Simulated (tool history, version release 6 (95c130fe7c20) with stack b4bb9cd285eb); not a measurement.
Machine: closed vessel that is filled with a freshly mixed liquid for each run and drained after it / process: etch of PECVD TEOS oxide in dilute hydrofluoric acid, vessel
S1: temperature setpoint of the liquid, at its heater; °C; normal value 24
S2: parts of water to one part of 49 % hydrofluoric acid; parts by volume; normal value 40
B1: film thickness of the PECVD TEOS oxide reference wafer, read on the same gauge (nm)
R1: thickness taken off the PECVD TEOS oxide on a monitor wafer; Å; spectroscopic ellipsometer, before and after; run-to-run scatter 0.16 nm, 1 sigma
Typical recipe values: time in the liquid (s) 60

Run 1, hour 0: usual settings; B1 90.01. Result: R1 196.4 Å.
Run 2, hour 52.8: usual settings; B1 90. Result: R1 196.4 Å.
Run 3, hour 124.4: usual settings; B1 90.01. Result: R1 199.4 Å.
Run 4, hour 191.5: usual settings but S1 20.5 °C, time in the liquid (s) 85; B1 90. Result: R1 242.3 Å.
Run 5, hour 248.9: usual settings but S1 20.5 °C, time in the liquid (s) 85; B1 89.99. Result: R1 238.1 Å.
Run 6, hour 306.5: usual settings; B1 90.01. Result: R1 195.8 Å.
Run 7, hour 364.4: usual settings; B1 89.99. Result: R1 197.7 Å.
At hour 410.8: thermometer replaced.
Run 8, hour 414.3: usual settings; B1 90.01. Result: R1 199.4 Å.
Run 9, hour 477.9: usual settings; B1 90.01. Result: R1 197.3 Å.
Run 10, hour 541.8: usual settings; B1 90.02. Result: R1 194.9 Å.
Run 11, hour 570.7: usual settings; B1 90. Result: R1 194.4 Å.
Run 12, hour 608.7: usual settings but time in the liquid (s) 35; B1 90.01. Result: R1 113 Å.
Run 13, hour 675.8: usual settings but time in the liquid (s) 35; B1 89.99. Result: R1 115.4 Å.
At hour 721.2: gauge calibrated.
At hour 722.7: hydrofluoric acid flow meter replaced.
Run 14, hour 726.1: usual settings but time in the liquid (s) 35; B1 89.99. Result: R1 115.2 Å.
Run 15, hour 784.8: usual settings but S1 21.5 °C, time in the liquid (s) 80; B1 90.02. Result: R1 239.8 Å.
Run 16, hour 824.3: usual settings but S1 20 °C; B1 89.99. Result: R1 167.6 Å.
Run 17, hour 861.2: usual settings but S1 28 °C, S2 55 parts by volume, time in the liquid (s) 30; B1 89.99. Result: R1 82.6 Å.
Run 18, hour 932.3: usual settings; B1 90. Result: R1 197.7 Å.
Run 19, hour 957.7: usual settings; B1 89.99. Result: R1 198.9 Å.
Run 20, hour 1021.2: usual settings but S1 22.5 °C, S2 30 parts by volume, time in the liquid (s) 30; B1 90. Result: R1 125 Å.
Run 21, hour 1047.4: usual settings but S2 55 parts by volume, time in the liquid (s) 40; B1 90. Result: R1 93.7 Å.
Run 22, hour 1106.4: usual settings; B1 90.01. Result: R1 196.9 Å.
At hour 1145.9: thermometer replaced.
Run 23, hour 1146.4: usual settings but S1 20.5 °C, S2 60 parts by volume, time in the liquid (s) 80; B1 90. Result: R1 146.4 Å.
Run 24, hour 1189.1: usual settings but S1 21 °C, S2 25 parts by volume, time in the liquid (s) 40; B1 90. Result: R1 189.8 Å.
Run 25, hour 1239.9: usual settings but S2 60 parts by volume, time in the liquid (s) 50; B1 89.97. Result: R1 106.5 Å.
Run 26, hour 1274.5: usual settings but S1 22.5 °C; B1 90.01. Result: R1 183.5 Å.
Run 27, hour 1315.2: usual settings but S1 28.5 °C, time in the liquid (s) 80; B1 90.01. Result: R1 317.5 Å.
Run 28, hour 1349.1: usual settings; B1 90.01. Result: R1 194.6 Å.
Run 29, hour 1410.4: usual settings but S1 20.5 °C, time in the liquid (s) 70; B1 89.98. Result: R1 199.2 Å.
Run 30, hour 1436.4: usual settings but S2 50 parts by volume; B1 89.99. Result: R1 155.3 Å.
Run 31, hour 1461.9: usual settings but S1 28 °C; B1 89.98. Result: R1 232.3 Å.

Below are 3 alternative next runs, each starting from the tool's condition after run 31. Predict each:
Run A, hour 1462.6: usual settings; B1 ?. Result: R1 ?.
Run B, hour 1462.6: usual settings but S2 30 parts by volume, time in the liquid (s) 30; B1 ?. Result: R1 ?.
Run C, hour 1462.6: usual settings but S1 28 °C, S2 25 parts by volume; B1 ?. Result: R1 ?.

run     B1     R1
  A  90.01  196.8
  B  90.01    133
  C  90.01  379.2
Without the tool's hidden state the same runs would have given:
run     R1
  A  196.8
  B    133
  C  379.2
